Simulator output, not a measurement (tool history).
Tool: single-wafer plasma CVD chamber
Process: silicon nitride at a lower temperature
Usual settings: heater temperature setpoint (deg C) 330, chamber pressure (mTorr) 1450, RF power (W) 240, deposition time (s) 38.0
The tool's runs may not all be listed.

run	hour	heater temperature setpoint (deg C)	chamber pressure (mTorr)	RF power (W)	deposition time (s)	read-back reference wafer on the same gauge, thickness_nm	mean film thickness on the monitor wafer (nm)
1	0.0	330	1450	240	38.0	35.388	35.084
2	36.3	330	1450	210	38.0	35.403	30.603
3	80.0	330	1530	240	35.0	35.377	32.508
4	105.1	330	1530	240	35.0	35.394	32.466
5	135.1	330	1530	240	35.0	35.403	32.221
6	172.5	330	1450	240	38.0	35.421	34.797
7	239.7	340	1450	240	38.0	35.409	34.207
8	287.2	340	1450	240	38.0	35.416	34.370
9	353.7	330	1450	240	35.4	35.389	32.034
# hour 456.0: showerhead replaced
# hour 475.6: capacitance manometer re-zeroed and calibrated
10	490.4	330	1450	240	38.0	35.394	33.860
11	520.4	330	1450	240	38.0	35.424	33.874
# hour 567.5: RF generator calibrated
# hour 585.0: thermocouple changed; heater temperature recalibrated
12	585.5	330	1250	240	42.2	35.383	38.535
13	640.0	330	1450	265	39.9	35.426	40.821
# hour 680.7: gauge calibrated
14	706.3	326	1280	260	30.7	35.409	30.221
15	775.2	330	1450	240	31.0	35.363	28.477
16	824.6	342	1450	255	38.0	35.422	36.909
17	881.1	344	1160	240	38.0	35.408	33.127
18	939.6	330	1450	240	38.0	35.390	34.762
19	998.5	336	1720	255	34.0	35.389	33.447
20	1041.9	339	1550	210	44.4	35.408	34.993
21	1090.8	330	1170	240	38.0	35.410	33.158
22	1161.1	315	1450	240	38.0	35.382	34.224
23	1227.3	339	1550	210	44.4	35.407	34.979
24	1255.5	330	1450	220	32.5	35.394	26.484
25	1322.1	330	1450	285	35.6	35.403	37.154
# hour 1429.4: RF generator calibrated
26	1474.0	330	1450	240	38.0	35.384	35.423
27	1509.3	330	1450	240	38.0	35.403	35.598

5 ways to go on from here, each from the tool as it stands after run 27. What would each give?
A	1509.7	330	1450	240	30.7	?	?
B	1509.7	319	1260	270	35.6	?	?
C	1509.7	330	1450	280	38.0	?	?
D	1509.7	317	1450	240	38.0	?	?
E	1509.7	344	1630	255	33.5	?	?

run	read-back reference wafer on the same gauge, thickness_nm	mean film thickness on the monitor wafer (nm)
A	35.385	28.876
B	35.385	36.867
C	35.385	41.261
D	35.385	35.904
E	35.385	33.765
Without the tool's hidden state the same runs would have given:
run	mean film thickness on the monitor wafer (nm)
A	29.198
B	37.265
C	41.706
D	36.305
E	34.142

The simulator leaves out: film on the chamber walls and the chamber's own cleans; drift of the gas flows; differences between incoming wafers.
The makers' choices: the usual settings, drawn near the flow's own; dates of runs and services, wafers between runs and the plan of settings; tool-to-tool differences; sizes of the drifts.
